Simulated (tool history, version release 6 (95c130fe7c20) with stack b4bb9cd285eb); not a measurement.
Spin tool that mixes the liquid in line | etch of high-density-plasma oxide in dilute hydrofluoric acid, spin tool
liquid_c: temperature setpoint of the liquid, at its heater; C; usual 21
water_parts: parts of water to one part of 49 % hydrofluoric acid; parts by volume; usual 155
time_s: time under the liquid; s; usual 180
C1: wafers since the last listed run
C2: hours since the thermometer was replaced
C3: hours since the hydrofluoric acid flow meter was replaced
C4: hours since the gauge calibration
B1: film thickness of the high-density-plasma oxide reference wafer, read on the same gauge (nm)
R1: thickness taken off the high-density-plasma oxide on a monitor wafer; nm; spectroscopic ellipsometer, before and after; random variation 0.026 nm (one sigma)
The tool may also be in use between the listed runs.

Run 1, day 0: usual settings; C1 0; C2 493.7; C3 1621.1; C4 939.1; B1 51.961. Result: R1 5.128 nm.
Run 2, day 1.038: usual settings; C1 188; C2 518.6; C3 1646; C4 964; B1 51.987. Result: R1 5.129 nm.
At day 3.012: gauge calibrated.
Run 3, day 3.071: usual settings; C1 369; C2 567.4; C3 1694.8; C4 1.4; B1 50.201. Result: R1 4.934 nm.
Run 4, day 5.583: usual settings; C1 456; C2 627.7; C3 1755.1; C4 61.7; B1 50.388. Result: R1 4.926 nm.
Run 5, day 7.404: usual settings; C1 330; C2 671.4; C3 1798.8; C4 105.4; B1 50.398. Result: R1 4.992 nm.
Run 6, day 9.875: usual settings but liquid_c 22.5 C; C1 448; C2 730.7; C3 1858.1; C4 164.7; B1 50.561. Result: R1 5.288 nm.
Run 7, day 12.35: usual settings but liquid_c 22.5 C; C1 449; C2 790.1; C3 1917.5; C4 224.1; B1 50.636. Result: R1 5.31 nm.
Run 8, day 14.754: usual settings but liquid_c 22.5 C; C1 436; C2 847.8; C3 1975.2; C4 281.8; B1 50.8. Result: R1 5.28 nm.
Run 9, day 16.15: usual settings; C1 253; C2 881.3; C3 2008.7; C4 315.3; B1 50.862. Result: R1 5.032 nm.
Run 10, day 17.196: usual settings; C1 189; C2 906.4; C3 2033.8; C4 340.4; B1 50.879. Result: R1 5.025 nm.
Run 11, day 18.358: usual settings; C1 211; C2 934.3; C3 2061.7; C4 368.3; B1 50.935. Result: R1 5.026 nm.
Run 12, day 19.633: usual settings; C1 231; C2 964.9; C3 2092.3; C4 398.9; B1 51.024. Result: R1 5.034 nm.
Run 13, day 21.692: usual settings; C1 373; C2 1014.3; C3 2141.7; C4 448.3; B1 51.094. Result: R1 5.097 nm.
Run 14, day 23.288: usual settings but liquid_c 24.5 C; C1 289; C2 1052.6; C3 2180; C4 486.6; B1 51.17. Result: R1 5.805 nm.
Run 15, day 25.021: usual settings but liquid_c 23 C, water_parts 95 parts by volume, time_s 105 s; C1 314; C2 1094.2; C3 2221.6; C4 528.2; B1 51.298. Result: R1 5.614 nm.
Run 16, day 26.508: usual settings but liquid_c 23 C, water_parts 205 parts by volume; C1 270; C2 1129.9; C3 2257.3; C4 563.9; B1 51.329. Result: R1 3.945 nm.
Run 17, day 27.521: usual settings; C1 183; C2 1154.2; C3 2281.6; C4 588.2; B1 51.391. Result: R1 5.075 nm.
At day 27.708: thermometer replaced.
Run 18, day 30.346: usual settings but water_parts 190 parts by volume, time_s 100 s; C1 505; C2 63.3; C3 2349.4; C4 656; B1 51.518. Result: R1 2.231 nm.
Run 19, day 32.883: usual settings but liquid_c 17 C, water_parts 120 parts by volume; C1 460; C2 124.2; C3 2410.3; C4 716.9; B1 51.653. Result: R1 5.793 nm.
Run 20, day 34.775: usual settings but liquid_c 23 C, water_parts 115 parts by volume; C1 343; C2 169.6; C3 2455.7; C4 762.3; B1 51.746. Result: R1 7.765 nm.
Run 21, day 40.208: usual settings but water_parts 225 parts by volume, time_s 115 s; C1 986; C2 300; C3 2586.1; C4 892.7; B1 52.003. Result: R1 2.123 nm.
At day 41.438: gauge calibrated.
Run 22, day 43.108: usual settings; C1 526; C2 369.6; C3 2655.7; C4 40.1; B1 50.177. Result: R1 4.962 nm.
Run 23, day 44.867: usual settings but liquid_c 25.5 C; C1 319; C2 411.8; C3 2697.9; C4 82.3; B1 50.26. Result: R1 5.888 nm.
At day 45.375: hydrofluoric acid flow meter replaced.
Run 24, day 46.675: usual settings; C1 320; C2 455.2; C3 31.2; C4 125.7; B1 50.371. Result: R1 4.985 nm.
Run 25, day 47.858: usual settings but liquid_c 25.5 C, time_s 210 s; C1 214; C2 483.6; C3 59.6; C4 154.1; B1 50.386. Result: R1 6.92 nm.
Run 26, day 52.521: usual settings but liquid_c 25.5 C, water_parts 220 parts by volume, time_s 90 s; C1 846; C2 595.5; C3 171.5; C4 266; B1 50.606. Result: R1 1.936 nm.
Run 27, day 55.054: usual settings but time_s 80 s; C1 460; C2 656.3; C3 232.3; C4 326.8; B1 50.718. Result: R1 2.218 nm.
Run 28, day 56.217: usual settings but water_parts 130 parts by volume; C1 211; C2 684.2; C3 260.2; C4 354.7; B1 50.792. Result: R1 6.107 nm.
Run 29, day 58.808: usual settings; C1 470; C2 746.4; C3 322.4; C4 416.9; B1 50.957. Result: R1 4.976 nm.

Forecast run 30:
Run 30, day 61.112: usual settings but water_parts 190 parts by volume, time_s 75 s; C1 418; C2 801.7; C3 377.7; C4 472.2; B1 ?. Result: R1 ?.

Run 30 gave B1 51.023, R1 1.649 nm.
Without the tool's hidden state the same run would have given R1 1.615 nm.

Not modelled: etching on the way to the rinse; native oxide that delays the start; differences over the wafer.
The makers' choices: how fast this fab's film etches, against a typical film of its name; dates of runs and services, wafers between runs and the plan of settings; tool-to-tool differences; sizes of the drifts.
